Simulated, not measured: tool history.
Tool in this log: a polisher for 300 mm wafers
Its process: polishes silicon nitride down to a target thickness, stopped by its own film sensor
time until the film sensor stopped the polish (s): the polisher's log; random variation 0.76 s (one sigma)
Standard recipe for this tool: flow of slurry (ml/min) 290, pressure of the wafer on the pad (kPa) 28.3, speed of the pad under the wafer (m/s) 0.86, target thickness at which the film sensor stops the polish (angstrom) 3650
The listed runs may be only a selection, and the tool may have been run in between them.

run	hour	flow of slurry (ml/min)	pressure of the wafer on the pad (kPa)	speed of the pad under the wafer (m/s)	target thickness at which the film sensor stops the polish (angstrom)	wafers since the last listed run	wafers polished on this pad	hours since the slurry nozzle was cleaned	hours since the head pressure was calibrated	incoming thickness of the incoming film, nm	time until the film sensor stopped the polish (s)
1	0	265	28.3	0.86	3350	0	593	711.5	473.8	470.7	65.5
# hour 12.7: worn pad replaced by a new one
2	13.1	265	28.3	0.86	3350	118	5	724.6	486.9	466.6	63
3	19.6	265	28.3	0.86	3350	84	89	731.1	493.4	475.1	68.6
4	46.2	290	28.3	0.86	3650	346	435	757.7	520	474.9	52.7
# hour 70: slurry nozzle cleaned
# hour 73.1: worn pad replaced by a new one
5	94.5	290	28.3	0.86	3650	574	278	24.5	568.3	461.9	46.3
6	110.2	290	28.3	0.86	3650	204	482	40.2	584	463.8	46.6
# hour 119.8: head pressure recalibrated
7	121.7	290	28.3	0.86	3650	123	606	51.7	1.9	462.2	46.2
# hour 133: worn pad replaced by a new one
8	133.5	290	21.4	0.86	3490	101	6	63.5	13.7	468.4	75.9
9	145.9	260	28.3	0.86	3650	161	167	75.9	26.1	463.1	46.6
10	158.2	320	20	0.86	3960	160	327	88.2	38.4	474.5	52.5
11	169.5	290	28.3	0.86	3650	147	474	99.5	49.7	468.3	48.3
12	182.6	290	28.3	0.86	3850	170	645	112.6	62.8	466.1	39.5
# hour 200.4: worn pad replaced by a new one
13	200.9	290	28.3	0.78	3650	186	6	130.9	81.1	473	55
14	211.2	290	28.3	0.86	3850	134	140	141.2	91.4	463.7	38.2

3 ways to go on from here, each from the tool as it stands after run 14. What would each give?
A	211.6	290	28.3	0.86	3650	5	145	141.6	91.8	471.8	?
B	211.6	290	22.1	0.78	3650	5	145	141.6	91.8	471.8	?
C	211.6	325	28.3	0.66	3650	5	145	141.6	91.8	471.8	?

run	time until the film sensor stopped the polish (s)
A	51.2
B	68.9
C	57.5
Without the tool's hidden state the same runs would have given:
run	time until the film sensor stopped the polish (s)
A	51.2
B	68.9
C	57.5
